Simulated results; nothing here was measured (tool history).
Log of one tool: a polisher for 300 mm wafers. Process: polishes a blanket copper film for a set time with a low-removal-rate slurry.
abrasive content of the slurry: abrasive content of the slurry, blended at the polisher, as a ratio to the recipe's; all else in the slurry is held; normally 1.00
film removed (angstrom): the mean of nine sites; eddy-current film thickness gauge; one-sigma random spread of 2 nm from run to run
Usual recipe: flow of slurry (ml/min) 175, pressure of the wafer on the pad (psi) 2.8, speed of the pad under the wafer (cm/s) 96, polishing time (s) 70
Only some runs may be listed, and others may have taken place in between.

run     day  flow of slurry (ml/min)  pressure of the wafer on the pad (psi)  speed of the pad under the wafer (cm/s)  abrasive content of the slurry  polishing time (s)  incoming thickness of the incoming film, nm  film removed (angstrom)
  1   0.000                      175                                     2.8                                       96                            1.00                  70                                       1558.7                     1635
  2   3.762                      175                                     2.8                                       96                            1.00                  70                                       1534.7                     1590
      6.000  -- slurry nozzle cleaned
  3   7.658                      175                                     2.8                                       96                            1.00                  70                                       1554.5                     1662
  4  11.212                      175                                     2.8                                       96                            1.00                  70                                       1550.1                     1657
     13.675  -- worn pad replaced by a new one
  5  14.717                      175                                     2.8                                       96                            1.00                  70                                       1569.6                     1614
     14.933  -- slurry blender recalibrated
  6  16.729                      175                                     2.8                                       96                            1.00                  70                                       1536.0                     1687
  7  18.662                      175                                     2.8                                       96                            1.00                  52                                       1552.9                     1256
  8  20.542                      175                                     2.8                                       96                            1.00                  70                                       1561.3                     1674
     22.908  -- head pressure recalibrated
  9  23.858                      175                                     2.8                                       88                            1.00                  70                                       1548.7                     1498
 10  27.808                      175                                     2.8                                       88                            1.00                  70                                       1555.2                     1444
 11  30.004                      175                                     3.2                                       96                            1.00                  50                                       1556.2                     1242
     32.883  -- slurry nozzle cleaned
     37.221  -- worn pad replaced by a new one
 12  39.650                      175                                     2.8                                       96                            1.00                  70                                       1563.9                     1618
     41.942  -- slurry blender recalibrated
 13  43.696                      175                                     2.3                                      120                            0.70                  77                                       1522.2                     1894
 14  46.604                      175                                     3.4                                       96                            1.00                  54                                       1572.1                     1513
 15  50.038                      215                                     2.8                                      118                            1.00                  70                                       1566.8                     2146
     51.050  -- head pressure recalibrated
 16  51.867                      160                                     2.8                                       96                            1.00                  94                                       1577.0                     2130
 17  53.688                      190                                     2.8                                       96                            0.75                  70                                       1552.1                     1563
 18  57.371                      175                                     2.8                                       96                            1.00                  70                                       1533.0                     1566
 19  61.592                      175                                     2.8                                       96                            0.90                  91                                       1562.9                     1926
     62.296  -- worn pad replaced by a new one
     63.804  -- slurry nozzle cleaned
 20  64.408                      175                                     2.8                                       96                            0.80                  70                                       1550.0                     1584
     65.129  -- slurry blender recalibrated
 21  67.179                      175                                     2.8                                       96                            1.00                  50                                       1575.3                     1259
 22  70.150                      150                                     3.2                                       96                            1.00                  55                                       1559.0                     1463
 23  71.846                      195                                     2.8                                       96                            0.85                  86                                       1562.4                     2029
 24  74.042                      210                                     2.8                                      110                            0.80                  79                                       1562.1                     2175
     82.792  -- head pressure recalibrated
     83.688  -- worn pad replaced by a new one
 25  87.067                      175                                     2.8                                      108                            1.00                  70                                       1576.1                     1652
     87.242  -- slurry blender recalibrated
     88.929  -- slurry nozzle cleaned
 26  90.221                      175                                     2.8                                      116                            1.20                  53                                       1581.0                     1676
 27  91.733                      150                                     3.6                                       70                            0.70                  70                                       1572.1                     1422
 28  95.317                      175                                     2.8                                      114                            1.15                  93                                       1542.6                     2798
 29  98.246                      175                                     2.8                                       96                            1.00                  70                                       1565.9                     1690

Alternative continuations, all from the tool just after run 29; predict every row:
  A  98.262                      175                                     2.8                                       96                            1.00                  70                                       1523.4                        ?
  B  98.262                      205                                     2.8                                       96                            1.00                  70                                       1523.4                        ?
  C  98.262                      195                                     2.1                                       96                            1.00                  84                                       1523.4                        ?
  D  98.262                      195                                     2.8                                       96                            1.00                  60                                       1523.4                        ?
  E  98.262                      175                                     2.8                                       96                            0.85                  70                                       1523.4                        ?

run  film removed (angstrom)
  A                     1677
  B                     1726
  C                     1635
  D                     1467
  E                     1629
Without the tool's unlogged condition, the same runs would have read:
run  film removed (angstrom)
  A                     1791
  B                     1835
  C                     1740
  D                     1562
  E                     1738

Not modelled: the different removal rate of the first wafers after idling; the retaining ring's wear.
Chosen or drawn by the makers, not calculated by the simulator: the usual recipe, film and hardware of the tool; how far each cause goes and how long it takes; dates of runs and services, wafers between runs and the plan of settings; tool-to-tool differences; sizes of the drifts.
